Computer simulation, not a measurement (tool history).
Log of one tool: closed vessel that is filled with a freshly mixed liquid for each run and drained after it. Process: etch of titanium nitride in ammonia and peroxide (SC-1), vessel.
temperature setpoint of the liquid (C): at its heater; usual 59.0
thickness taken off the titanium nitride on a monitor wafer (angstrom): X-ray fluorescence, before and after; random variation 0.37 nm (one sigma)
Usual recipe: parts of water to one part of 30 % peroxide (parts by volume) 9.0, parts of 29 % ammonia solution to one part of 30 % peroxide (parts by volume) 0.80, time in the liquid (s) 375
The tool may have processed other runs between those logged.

run,day,temperature setpoint of the liquid (C),parts of water to one part of 30 % peroxide (parts by volume),parts of 29 % ammonia solution to one part of 30 % peroxide (parts by volume),time in the liquid (s),"read-back film thickness of the titanium nitride reference wafer, read on the same gauge (nm)",thickness taken off the titanium nitride on a monitor wafer (angstrom)
1,0.000,59.0,9.0,0.80,375,30.03,510.7
2,1.112,59.0,9.0,0.80,375,30.04,506.1
3,1.788,59.0,9.0,0.80,375,29.99,505.6
4,2.383,59.0,9.0,0.80,375,30.00,507.9
5,3.504,59.0,9.0,0.80,375,30.03,509.3
# day 3.908: gauge calibrated
6,4.662,59.0,9.0,0.80,375,30.01,512.6
7,5.296,59.0,9.0,0.80,375,29.97,523.3
8,6.283,59.0,9.0,0.80,375,29.98,513.5
9,7.125,59.0,9.0,0.80,375,29.96,509.8
10,8.288,59.0,7.0,0.80,375,29.98,582.8
11,9.500,52.0,9.0,0.55,375,29.95,311.1
12,10.129,59.0,9.0,0.80,375,30.00,516.1
13,11.133,59.0,9.0,0.80,375,30.02,519.0
# day 11.462: ammonia flow meter replaced
# day 11.733: thermometer replaced
14,12.017,59.0,9.0,0.80,375,30.00,573.2
15,13.138,59.0,10.5,0.80,375,29.99,528.0
16,14.000,59.0,13.0,0.80,375,29.98,474.2
17,15.329,55.5,11.5,0.60,250,29.99,260.9
# day 16.217: new drum of ammonia solution connected
18,16.508,50.0,13.0,1.15,520,29.98,377.5
19,17.788,64.5,9.0,1.00,375,30.00,849.2
# day 18.546: thermometer replaced, repeated, since the last time left the tool worse
20,19.138,59.0,9.0,0.80,505,30.03,643.8
21,22.508,67.5,9.0,0.80,235,30.01,514.3
22,23.217,69.0,9.0,0.80,375,29.97,902.4
23,24.279,59.0,8.0,0.80,375,29.97,505.8
24,25.038,59.0,9.0,0.80,375,30.03,479.2
25,26.133,59.0,9.0,0.80,375,29.99,484.9
26,27.446,59.0,7.5,0.65,375,30.00,510.3
27,28.871,59.0,6.5,0.80,375,30.02,565.1

5 options for the next run, each taken on its own from the tool as it stands now. Forecast them:
A,28.904,59.0,9.0,0.80,375,?,?
B,28.904,59.0,9.0,0.80,440,?,?
C,28.904,59.0,9.0,0.80,515,?,?
D,28.904,59.0,9.0,0.60,530,?,?
E,28.904,68.5,9.0,1.05,375,?,?

run,"read-back film thickness of the titanium nitride reference wafer, read on the same gauge (nm)",thickness taken off the titanium nitride on a monitor wafer (angstrom)
A,30.02,486.9
B,30.02,571.3
C,30.02,668.7
D,30.02,657.0
E,30.02,931.0
With the hidden condition removed and each run's random variation left untouched, the same runs would have given:
run,thickness taken off the titanium nitride on a monitor wafer (angstrom)
A,473.6
B,555.7
C,650.4
D,639.1
E,907.0
